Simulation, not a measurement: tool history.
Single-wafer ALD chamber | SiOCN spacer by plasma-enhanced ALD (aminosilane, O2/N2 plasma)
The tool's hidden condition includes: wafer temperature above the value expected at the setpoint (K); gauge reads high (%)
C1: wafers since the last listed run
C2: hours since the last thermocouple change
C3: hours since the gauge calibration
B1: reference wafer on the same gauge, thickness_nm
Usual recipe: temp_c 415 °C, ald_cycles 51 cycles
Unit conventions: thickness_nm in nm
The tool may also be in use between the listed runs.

Run 1, hour 0: usual settings; C1 0; C2 725.7; C3 192; B1 3.1. Result: thickness_nm 2.878 nm.
Run 2, hour 56.7: usual settings; C1 415; C2 782.4; C3 248.7; B1 3.102. Result: thickness_nm 2.867 nm.
Run 3, hour 106.1: usual settings; C1 361; C2 831.8; C3 298.1; B1 3.102. Result: thickness_nm 2.878 nm.
Run 4, hour 158.3: usual settings; C1 382; C2 884; C3 350.3; B1 3.101. Result: thickness_nm 2.877 nm.
Run 5, hour 222.8: usual settings but temp_c 426 °C; C1 472; C2 948.5; C3 414.8; B1 3.103. Result: thickness_nm 2.76 nm.
Run 6, hour 264.2: usual settings; C1 303; C2 989.9; C3 456.2; B1 3.102. Result: thickness_nm 2.875 nm.
Run 7, hour 289.7: usual settings; C1 186; C2 1015.4; C3 481.7; B1 3.099. Result: thickness_nm 2.88 nm.
Run 8, hour 321.2: usual settings; C1 230; C2 1046.9; C3 513.2; B1 3.099. Result: thickness_nm 2.884 nm.
Run 9, hour 387: usual settings; C1 481; C2 1112.7; C3 579; B1 3.101. Result: thickness_nm 2.888 nm.
Run 10, hour 419.2: usual settings; C1 235; C2 1144.9; C3 611.2; B1 3.097. Result: thickness_nm 2.894 nm.
Run 11, hour 475.1: usual settings; C1 409; C2 1200.8; C3 667.1; B1 3.099. Result: thickness_nm 2.879 nm.
At hour 493.8: gauge calibrated.
Run 12, hour 509.3: usual settings; C1 250; C2 1235; C3 15.5; B1 3.099. Result: thickness_nm 2.891 nm.
Run 13, hour 543.9: usual settings; C1 253; C2 1269.6; C3 50.1; B1 3.1. Result: thickness_nm 2.897 nm.
Run 14, hour 605.4: usual settings; C1 450; C2 1331.1; C3 111.6; B1 3.101. Result: thickness_nm 2.886 nm.
Run 15, hour 663: usual settings but temp_c 430 °C, ald_cycles 46 cycles; C1 421; C2 1388.7; C3 169.2; B1 3.1. Result: thickness_nm 2.478 nm.
Run 16, hour 692.7: usual settings but temp_c 409 °C, ald_cycles 48 cycles; C1 217; C2 1418.4; C3 198.9; B1 3.098. Result: thickness_nm 2.786 nm.
Run 17, hour 731.1: usual settings but temp_c 426 °C, ald_cycles 48 cycles; C1 281; C2 1456.8; C3 237.3; B1 3.1. Result: thickness_nm 2.623 nm.
Run 18, hour 791.6: usual settings; C1 443; C2 1517.3; C3 297.8; B1 3.097. Result: thickness_nm 2.906 nm.
At hour 810.3: thermocouple changed; heater temperature recalibrated.
Run 19, hour 861: usual settings; C1 449; C2 50.7; C3 367.2; B1 3.101. Result: thickness_nm 2.863 nm.
Run 20, hour 892.1: usual settings; C1 227; C2 81.8; C3 398.3; B1 3.102. Result: thickness_nm 2.856 nm.
Run 21, hour 959.9: usual settings but temp_c 406 °C, ald_cycles 55 cycles; C1 496; C2 149.6; C3 466.1; B1 3.099. Result: thickness_nm 3.184 nm.
Run 22, hour 1004.6: usual settings but temp_c 430 °C, ald_cycles 57 cycles; C1 327; C2 194.3; C3 510.8; B1 3.099. Result: thickness_nm 3.028 nm.
Run 23, hour 1063.8: usual settings but temp_c 429 °C, ald_cycles 42 cycles; C1 433; C2 253.5; C3 570; B1 3.098. Result: thickness_nm 2.241 nm.
Run 24, hour 1132.7: usual settings but temp_c 420 °C, ald_cycles 44 cycles; C1 504; C2 322.4; C3 638.9; B1 3.104. Result: thickness_nm 2.414 nm.
Run 25, hour 1164.2: usual settings but temp_c 409 °C, ald_cycles 42 cycles; C1 230; C2 353.9; C3 670.4; B1 3.103. Result: thickness_nm 2.405 nm.
At hour 1224.4: gauge calibrated.
Run 26, hour 1228.5: usual settings; C1 471; C2 418.2; C3 4.1; B1 3.096. Result: thickness_nm 2.872 nm.
Run 27, hour 1273.4: usual settings; C1 328; C2 463.1; C3 49; B1 3.103. Result: thickness_nm 2.866 nm.
Run 28, hour 1343.9: usual settings but temp_c 409 °C, ald_cycles 57 cycles; C1 516; C2 533.6; C3 119.5; B1 3.101. Result: thickness_nm 3.272 nm.

Predict each of these 3 candidate next runs independently; none follows another, all start after run 28:
Run A, hour 1344.4: usual settings but ald_cycles 60 cycles; C1 3; C2 534.1; C3 120; B1 ?. Result: thickness_nm ?.
Run B, hour 1344.4: usual settings but temp_c 426 °C, ald_cycles 45 cycles; C1 3; C2 534.1; C3 120; B1 ?. Result: thickness_nm ?.
Run C, hour 1344.4: usual settings but temp_c 403 °C, ald_cycles 44 cycles; C1 3; C2 534.1; C3 120; B1 ?. Result: thickness_nm ?.

run     B1  thickness_nm
  A  3.098         3.373
  B  3.098         2.431
  C  3.098          2.58
With no hidden state in the tool, these same runs would have given:
run  thickness_nm
  A          3.36
  B         2.421
  C          2.57
